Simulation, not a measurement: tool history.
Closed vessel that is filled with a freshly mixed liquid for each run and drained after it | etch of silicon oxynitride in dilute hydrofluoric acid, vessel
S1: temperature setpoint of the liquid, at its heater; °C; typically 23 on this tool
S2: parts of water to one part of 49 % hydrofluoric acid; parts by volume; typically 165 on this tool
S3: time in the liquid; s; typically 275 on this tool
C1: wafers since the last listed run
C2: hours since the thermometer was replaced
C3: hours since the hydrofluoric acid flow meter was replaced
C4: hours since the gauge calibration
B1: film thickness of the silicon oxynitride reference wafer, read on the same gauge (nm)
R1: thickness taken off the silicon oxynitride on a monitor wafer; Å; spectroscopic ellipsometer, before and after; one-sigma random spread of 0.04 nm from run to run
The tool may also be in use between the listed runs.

run 1 hour=0 | S1=19.5 S2=165 S3=275 | C1=0 C2=275.4 C3=1996.6 C4=282.3 | B1=69.997 | R1=41.32
run 2 hour=103.2 | S1=19.5 S2=165 S3=275 | C1=12196 C2=378.6 C3=2099.8 C4=385.5 | B1=69.975 | R1=41.97
run 3 hour=186 | S1=23 S2=165 S3=400 | C1=9785 C2=461.4 C3=2182.6 C4=468.3 | B1=70.037 | R1=72.16
run 4 hour=233.1 | S1=23 S2=165 S3=400 | C1=5566 C2=508.5 C3=2229.7 C4=515.4 | B1=69.953 | R1=74.38
-- hour=308.1 thermometer replaced
run 5 hour=317.3 | S1=23 S2=165 S3=275 | C1=9832 C2=9.2 C3=2313.9 C4=599.6 | B1=70.02 | R1=45.89
run 6 hour=357.8 | S1=23 S2=165 S3=275 | C1=4786 C2=49.7 C3=2354.4 C4=640.1 | B1=69.948 | R1=46.68
run 7 hour=411 | S1=23 S2=165 S3=275 | C1=6287 C2=102.9 C3=2407.6 C4=693.3 | B1=70.04 | R1=46.42
-- hour=453 hydrofluoric acid flow meter replaced
run 8 hour=484.3 | S1=26 S2=165 S3=275 | C1=8544 C2=176.2 C3=31.3 C4=766.6 | B1=70.029 | R1=53.83
run 9 hour=554.8 | S1=23 S2=165 S3=275 | C1=8331 C2=246.7 C3=101.8 C4=837.1 | B1=70.019 | R1=46.91
run 10 hour=606.5 | S1=20 S2=90 S3=205 | C1=6109 C2=298.4 C3=153.5 C4=888.8 | B1=70.041 | R1=61.41
-- hour=621.6 gauge calibrated
run 11 hour=651.4 | S1=21 S2=165 S3=345 | C1=5306 C2=343.3 C3=198.4 C4=29.8 | B1=69.986 | R1=55.01
run 12 hour=707.1 | S1=26 S2=125 S3=275 | C1=6582 C2=399 C3=254.1 C4=85.5 | B1=69.984 | R1=75.72
run 13 hour=759.9 | S1=23 S2=165 S3=275 | C1=6239 C2=451.8 C3=306.9 C4=138.3 | B1=69.954 | R1=49.36
run 14 hour=798.1 | S1=19.5 S2=140 S3=230 | C1=4514 C2=490 C3=345.1 C4=176.5 | B1=70.033 | R1=42.28

For each run, what was the tool's unlogged condition?
hydrofluoric acid flow above the setpoint (%): 0 at every run
gauge reads high (%): 0 at every run
H1: liquid hotter than its thermometer reads (K)
run=1 H1=1.37
run=2 H1=1.72
run=3 H1=2.01
run=4 H1=2.17
run=5 H1=0.307
run=6 H1=0.446
run=7 H1=0.629
run=8 H1=0.88
run=9 H1=1.12
run=10 H1=1.3
run=11 H1=1.45
run=12 H1=1.64
run=13 H1=1.83
run=14 H1=1.96
